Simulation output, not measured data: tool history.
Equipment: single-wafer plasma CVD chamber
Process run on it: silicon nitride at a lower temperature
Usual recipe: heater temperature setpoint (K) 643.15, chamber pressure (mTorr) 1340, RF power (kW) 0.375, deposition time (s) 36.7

run	hour	heater temperature setpoint (K)	chamber pressure (mTorr)	RF power (kW)	deposition time (s)	read-back reference wafer on the same gauge, thickness_nm	mean film thickness on the monitor wafer (Å)
1	0.0	643.15	1340	0.375	36.7	40.272	444.78
2	36.6	643.15	1340	0.355	36.7	40.197	430.63
# hour 74.9: RF generator calibrated
3	75.4	643.15	1340	0.355	36.7	40.217	454.38
4	100.2	639.15	1510	0.410	34.2	40.171	482.78
# hour 150.8: thermocouple changed; heater temperature recalibrated
5	162.0	630.15	1650	0.320	41.4	40.269	519.14
6	207.9	649.15	1210	0.310	31.7	40.227	339.49
7	270.4	643.15	1340	0.375	40.9	40.157	514.07
8	308.9	643.15	1340	0.375	36.7	40.176	456.28
# hour 342.4: showerhead replaced
9	366.3	643.15	1340	0.375	36.7	40.225	454.52
10	397.2	654.15	1500	0.375	40.5	40.145	525.83
11	463.7	643.15	1340	0.375	36.7	40.276	454.97
# hour 502.6: gauge calibrated
12	513.8	643.15	1340	0.375	36.7	40.201	455.68
13	556.6	628.15	1340	0.375	36.7	40.235	456.03
14	603.5	643.15	1340	0.375	36.7	40.214	453.68
# hour 651.0: capacitance manometer re-zeroed and calibrated
15	658.4	636.15	1340	0.425	31.7	40.185	412.67
16	704.0	643.15	1230	0.375	36.7	40.186	428.76
17	770.5	643.15	1340	0.375	36.7	40.226	445.27
18	825.3	643.15	1340	0.375	36.7	40.195	439.88
19	859.1	643.15	1490	0.375	36.7	40.210	460.36
20	924.5	643.15	1340	0.375	41.1	40.201	490.38
21	977.0	655.15	1340	0.375	32.0	40.112	382.85
# hour 1014.9: RF generator calibrated
22	1040.3	643.15	1230	0.375	32.0	40.201	386.26
23	1078.9	643.15	1610	0.375	41.3	40.175	554.71
24	1145.3	643.15	1340	0.375	36.7	40.190	453.13
25	1190.6	637.15	1100	0.375	36.7	40.226	414.86
26	1224.4	634.15	1340	0.375	29.9	40.179	368.90
27	1271.4	650.15	1340	0.375	29.5	40.133	362.90

Branching from run 27: 5 alternative next runs. What would each branch give?
A	1271.8	643.15	1130	0.375	36.7	?	?
B	1271.8	654.15	1340	0.340	40.7	?	?
C	1271.8	643.15	1440	0.345	36.7	?	?
D	1271.8	643.15	1150	0.305	36.7	?	?
E	1271.8	643.15	1060	0.375	36.7	?	?

run	read-back reference wafer on the same gauge, thickness_nm	mean film thickness on the monitor wafer (Å)
A	40.170	416.98
B	40.170	466.53
C	40.170	438.92
D	40.170	370.40
E	40.170	404.57
Without the tool's hidden state the same runs would have given:
run	mean film thickness on the monitor wafer (Å)
A	428.96
B	480.24
C	451.71
D	381.70
E	416.20
